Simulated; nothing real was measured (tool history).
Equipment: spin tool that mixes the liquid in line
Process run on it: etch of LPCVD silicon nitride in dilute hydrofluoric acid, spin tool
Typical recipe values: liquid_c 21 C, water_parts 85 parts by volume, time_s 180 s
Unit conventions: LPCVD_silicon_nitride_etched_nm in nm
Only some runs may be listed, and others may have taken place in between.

run   hour  liquid_c  water_parts  time_s  read-back film thickness of the LPCVD silicon nitride reference wafer, read on the same gauge (nm)  LPCVD_silicon_nitride_etched_nm
  1      0        21          115     180                                                                                              90.019                            0.699
  2    9.8        21          115     180                                                                                              90.046                             0.66
  3     21        21           85     180                                                                                              90.019                            0.897
  4   36.2        21           85     180                                                                                              89.989                            0.886
  5   44.7        21           85     180                                                                                              89.997                            0.861
  6   52.4        21           85     180                                                                                              90.043                             0.87
  7   62.8      23.5           85     235                                                                                              89.944                            1.436
  8   75.1      23.5           85     235                                                                                              89.975                            1.395
  9   90.9        21           85     110                                                                                              89.967                            0.523
 10   97.2        21           85     180                                                                                              90.028                            0.919
 11  107.4        25           85     180                                                                                              89.973                            1.192
 12  116.2        21           85     180                                                                                              89.963                            0.905
 13  133.1        21           60     225                                                                                              90.031                            1.519
 14  157.6      17.5           85     180                                                                                              90.023                            0.691
     168.6  -- gauge calibrated
 15  171.6        23          105     210                                                                                              90.017                            0.926
 16  180.9        21           65     180                                                                                              89.949                            1.158
 17  189.7      22.5           85     250                                                                                              89.974                            1.397
 18  200.1        21           85     180                                                                                              90.033                            0.886
 19  206.6        21           85     180                                                                                              89.991                            0.878
 20  221.2        23           85     180                                                                                              89.985                            1.027
     234.9  -- hydrofluoric acid flow meter replaced
 21  235.4        21           85     180                                                                                              90.018                            0.903
 22  243.3        21           85     180                                                                                              89.984                            0.857
 23  258.6        21           85     180                                                                                              89.942                             0.84
 24  266.2        18          105     180                                                                                               90.02                            0.561
 25  275.6        21           85     180                                                                                              89.989                             0.93
 26  287.3        21           55      85                                                                                               89.95                            0.658
 27  301.7        21           85     180                                                                                              89.991                            0.866
 28  353.9        21           55     105                                                                                              90.005                            0.829
 29  392.7        21          115     180                                                                                              90.037                            0.639
 30    401        24          105     280                                                                                              89.951                            1.396
 31  416.8        17           85     265                                                                                              89.989                            1.019
 32  430.7      22.5          115     245                                                                                              90.016                            0.925
 33  445.2        21           65     140                                                                                              89.979                            0.893

4 options for the next run, each taken on its own from the tool as it stands now. Forecast them:
  A  445.7        17           85     180                                                                                                   ?                                ?
  B  445.7      23.5          105     180                                                                                                   ?                                ?
  C  445.7        17           55     180                                                                                                   ?                                ?
  D  445.7      25.5           85     275                                                                                                   ?                                ?

run  read-back film thickness of the LPCVD silicon nitride reference wafer, read on the same gauge (nm)  LPCVD_silicon_nitride_etched_nm
  A                                                                                              89.994                            0.674
  B                                                                                              89.994                            0.853
  C                                                                                              89.994                            1.027
  D                                                                                              89.994                            1.832
What these runs would have given with no unlogged condition in the tool:
run  LPCVD_silicon_nitride_etched_nm
  A                            0.674
  B                            0.853
  C                            1.027
  D                            1.832
